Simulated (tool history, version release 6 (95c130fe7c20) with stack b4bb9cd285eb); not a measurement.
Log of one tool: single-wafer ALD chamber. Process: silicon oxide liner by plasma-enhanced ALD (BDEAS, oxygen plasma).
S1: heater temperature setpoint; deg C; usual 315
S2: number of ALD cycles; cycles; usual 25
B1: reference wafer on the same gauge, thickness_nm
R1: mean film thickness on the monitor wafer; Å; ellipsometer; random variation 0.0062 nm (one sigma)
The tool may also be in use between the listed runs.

run,hour,S1,S2,B1,R1
1,0.0,308,25,2.478,21.75
2,14.6,308,25,2.478,21.66
3,39.0,310,25,2.478,21.70
4,68.8,310,25,2.481,21.74
5,87.6,315,25,2.481,21.62
6,121.2,309,25,2.485,21.74
7,153.7,309,25,2.490,21.80
8,210.2,309,25,2.500,21.90
# hour 212.3: gauge calibrated
9,232.7,322,22,2.477,18.65
10,260.2,322,22,2.474,18.76
11,276.3,328,23,2.477,19.49
# hour 300.6: thermocouple changed; heater temperature recalibrated
12,311.5,315,25,2.480,21.59
13,329.3,321,29,2.479,24.95
14,342.8,308,25,2.482,21.66
15,356.6,327,27,2.482,22.97
16,374.6,306,29,2.486,25.40
17,400.4,319,25,2.490,21.52
18,436.3,321,20,2.493,17.20
19,457.7,315,23,2.499,19.90
20,484.0,315,28,2.503,24.43

Forecast each of these 4 alternatives for the next run:
A,484.4,315,20,?,?
B,484.4,307,21,?,?
C,484.4,302,28,?,?
D,484.4,315,27,?,?

run,B1,R1
A,2.502,17.44
B,2.502,18.50
C,2.502,24.82
D,2.502,23.55
Without the tool's hidden state the same runs would have given:
run,R1
A,17.28
B,18.32
C,24.58
D,23.33
